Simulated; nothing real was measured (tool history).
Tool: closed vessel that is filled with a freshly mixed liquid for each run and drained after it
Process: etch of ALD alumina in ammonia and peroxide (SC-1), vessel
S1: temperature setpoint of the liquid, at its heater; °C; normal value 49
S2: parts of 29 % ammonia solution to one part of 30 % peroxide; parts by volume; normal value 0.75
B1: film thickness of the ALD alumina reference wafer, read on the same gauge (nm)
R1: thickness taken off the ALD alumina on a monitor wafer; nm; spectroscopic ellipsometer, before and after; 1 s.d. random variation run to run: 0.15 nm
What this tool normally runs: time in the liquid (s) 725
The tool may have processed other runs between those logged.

{"run": 1, "day": 0.0, "S1": 49, "S2": 0.75, "time in the liquid (s)": 725, "B1": 110, "R1": 37.35}
{"run": 2, "day": 3.938, "S1": 49, "S2": 0.75, "time in the liquid (s)": 725, "B1": 110.01, "R1": 37.12}
{"day": 5.221, "done": "new drum of ammonia solution connected"}
{"run": 3, "day": 8.396, "S1": 49, "S2": 0.75, "time in the liquid (s)": 1070, "B1": 109.99, "R1": 55.04}
{"run": 4, "day": 11.254, "S1": 49, "S2": 0.75, "time in the liquid (s)": 725, "B1": 110.02, "R1": 37.35}
{"run": 5, "day": 15.125, "S1": 49, "S2": 0.75, "time in the liquid (s)": 725, "B1": 109.98, "R1": 37.23}
{"run": 6, "day": 19.508, "S1": 49, "S2": 0.75, "time in the liquid (s)": 725, "B1": 109.99, "R1": 37.25}
{"run": 7, "day": 23.912, "S1": 49, "S2": 0.75, "time in the liquid (s)": 725, "B1": 110.03, "R1": 37.42}
{"run": 8, "day": 27.475, "S1": 49, "S2": 0.75, "time in the liquid (s)": 725, "B1": 110.03, "R1": 37.1}
{"run": 9, "day": 30.367, "S1": 49, "S2": 0.75, "time in the liquid (s)": 725, "B1": 110.05, "R1": 37.27}
{"day": 30.704, "done": "new drum of ammonia solution connected"}
{"day": 33.004, "done": "ammonia flow meter replaced"}
{"run": 10, "day": 33.288, "S1": 44.5, "S2": 0.75, "time in the liquid (s)": 725, "B1": 110.02, "R1": 28.82}
{"run": 11, "day": 35.017, "S1": 49, "S2": 0.75, "time in the liquid (s)": 725, "B1": 110, "R1": 37.44}
{"run": 12, "day": 37.042, "S1": 49, "S2": 0.75, "time in the liquid (s)": 725, "B1": 109.99, "R1": 37.01}
{"day": 39.675, "done": "gauge calibrated"}
{"run": 13, "day": 40.312, "S1": 49, "S2": 1.1, "time in the liquid (s)": 315, "B1": 110.01, "R1": 16.82}
{"run": 14, "day": 44.379, "S1": 58, "S2": 1.05, "time in the liquid (s)": 290, "B1": 110.01, "R1": 25}
{"run": 15, "day": 46.412, "S1": 45.5, "S2": 0.95, "time in the liquid (s)": 940, "B1": 109.97, "R1": 40.86}
{"run": 16, "day": 49.033, "S1": 49, "S2": 0.55, "time in the liquid (s)": 475, "B1": 109.99, "R1": 23.71}
{"day": 49.458, "done": "thermometer replaced"}
{"run": 17, "day": 51.95, "S1": 46, "S2": 0.75, "time in the liquid (s)": 410, "B1": 110.02, "R1": 17.88}
{"day": 52.179, "done": "new drum of ammonia solution connected"}
{"run": 18, "day": 54.004, "S1": 52.5, "S2": 1, "time in the liquid (s)": 840, "B1": 109.99, "R1": 54.14}
{"run": 19, "day": 60.021, "S1": 45, "S2": 0.55, "time in the liquid (s)": 855, "B1": 110, "R1": 34.07}
{"run": 20, "day": 61.908, "S1": 49, "S2": 0.75, "time in the liquid (s)": 505, "B1": 109.97, "R1": 25.96}
{"run": 21, "day": 66.221, "S1": 54.5, "S2": 0.6, "time in the liquid (s)": 975, "B1": 109.99, "R1": 65.96}

Forecast each of these 4 alternatives for the next run:
{"run": "A", "day": 66.258, "S1": 56.5, "S2": 0.75, "time in the liquid (s)": 725, "B1": "?", "R1": "?"}
{"run": "B", "day": 66.258, "S1": 49, "S2": 0.55, "time in the liquid (s)": 1120, "B1": "?", "R1": "?"}
{"run": "C", "day": 66.258, "S1": 49, "S2": 0.55, "time in the liquid (s)": 360, "B1": "?", "R1": "?"}
{"run": "D", "day": 66.258, "S1": 49, "S2": 1, "time in the liquid (s)": 1000, "B1": "?", "R1": "?"}

run=A B1=110.04 R1=55.55
run=B B1=110.04 R1=55.6
run=C B1=110.04 R1=17.87
run=D B1=110.04 R1=52.54
With the hidden condition removed and each run's random variation left untouched, the same runs would have given:
run=A R1=55.55
run=B R1=55.6
run=C R1=17.87
run=D R1=52.54

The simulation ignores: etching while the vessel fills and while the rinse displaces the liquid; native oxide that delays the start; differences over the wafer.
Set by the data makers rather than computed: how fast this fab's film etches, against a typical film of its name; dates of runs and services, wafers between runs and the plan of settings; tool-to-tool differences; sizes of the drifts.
